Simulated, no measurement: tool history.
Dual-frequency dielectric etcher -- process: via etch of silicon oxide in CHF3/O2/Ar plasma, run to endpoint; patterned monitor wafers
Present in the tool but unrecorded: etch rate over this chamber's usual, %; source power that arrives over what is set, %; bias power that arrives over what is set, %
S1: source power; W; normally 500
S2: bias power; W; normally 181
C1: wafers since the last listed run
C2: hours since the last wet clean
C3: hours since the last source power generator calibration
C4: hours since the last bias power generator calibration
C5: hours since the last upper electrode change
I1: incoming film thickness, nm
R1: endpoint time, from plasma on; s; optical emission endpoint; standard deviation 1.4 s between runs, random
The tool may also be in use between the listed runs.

run    hour   S1   S2   C1     C2      C3      C4      C5     I1     R1
  1     0.0  500  181    0  411.0  2697.6  1059.0  3609.8  570.9  335.5
       35.2  -- wet clean of the chamber
  2   170.8  500  181  716  135.6  2868.4  1229.8  3780.6  575.3  333.7
  3   258.6  500  181  428  223.4  2956.2  1317.6  3868.4  571.5  330.7
  4   300.1  500  181  202  264.9  2997.7  1359.1  3909.9  572.3  336.3
  5   374.6  530  181  363  339.4  3072.2  1433.6  3984.4  572.4  333.0
  6   458.2  530  181  407  423.0  3155.8  1517.2  4068.0  576.2  339.4
      511.4  -- wet clean of the chamber
  7   511.9  530  181  144    0.5  3209.5  1570.9  4121.7  570.7  316.5
  8   548.7  500  181  179   37.3  3246.3  1607.7  4158.5  567.6  320.1
  9   637.7  500  181  434  126.3  3335.3  1696.7  4247.5  571.6  324.9
 10   674.9  500  181  181  163.5  3372.5  1733.9  4284.7  568.8  328.1
 11   777.6  550  209  501  266.2  3475.2  1836.6  4387.4  570.4  298.9
 12   844.6  550  209  326  333.2  3542.2  1903.6  4454.4  567.9  300.2
      890.2  -- upper electrode replaced
 13   930.5  500  167  302  419.1  3628.1  1989.5    40.3  576.0  350.8
      996.6  -- wet clean of the chamber
 14  1016.2  500  167  301   19.6  3713.8  2075.2   126.0  568.5  334.3
 15  1077.6  500  181  299   81.0  3775.2  2136.6   187.4  568.6  325.2
     1096.6  -- source power generator calibrated
 16  1177.4  590  223  467  180.8    80.8  2236.4   287.2  570.6  284.6
 17  1232.7  600  141  269  236.1   136.1  2291.7   342.5  572.0  349.4
 18  1324.5  500  181  447  327.9   227.9  2383.5   434.3  567.5  332.6
 19  1368.4  500  181  214  371.8   271.8  2427.4   478.2  570.1  334.3
     1440.8  -- wet clean of the chamber
     1464.6  -- bias power generator calibrated
 20  1471.9  500  205  368   31.1   375.3     7.3   581.7  570.6  304.0
 21  1548.7  500  181  374  107.9   452.1    84.1   658.5  568.6  325.4
 22  1631.6  500  139  404  190.8   535.0   167.0   741.4  569.4  370.8
 23  1735.4  400  150  506  294.6   638.8   270.8   845.2  566.9  390.2
 24  1815.7  430  162  391  374.9   719.1   351.1   925.5  576.0  375.7
 25  1879.3  550  181  310  438.5   782.7   414.7   989.1  566.1  324.7
     1926.9  -- wet clean of the chamber
 26  1927.4  580  181  117    0.5   830.8   462.8  1037.2  571.8  312.4
 27  1959.4  600  209  156   32.5   862.8   494.8  1069.2  573.5  288.4
 28  2006.9  500  181  231   80.0   910.3   542.3  1116.7  573.5  327.4
 29  2137.3  500  181  636  210.4  1040.7   672.7  1247.1  569.4  332.0
 30  2220.7  430  165  406  293.8  1124.1   756.1  1330.5  573.7  367.0
 31  2267.9  500  181  230  341.0  1171.3   803.3  1377.7  571.1  337.3

Hidden state, per run?
source power that arrives over what is set, %: 0, the same for each run
bias power that arrives over what is set, %: 0, the same for each run
H1: etch rate over this chamber's usual, %
run      H1
  1   -3.48
  2   -2.33
  3   -3.22
  4   -3.64
  5    -4.4
  6   -5.25
  7   0.591
  8   0.217
  9  -0.687
 10   -1.06
 11   -2.11
 12   -2.79
 13   -3.66
 14  0.0276
 15  -0.596
 16   -1.61
 17   -2.17
 18    -3.1
 19   -3.55
 20  -0.108
 21  -0.888
 22   -1.73
 23   -2.78
 24    -3.6
 25   -4.25
 26   -0.69
 27   -1.02
 28    -1.5
 29   -2.82
 30   -3.67
 31   -4.15
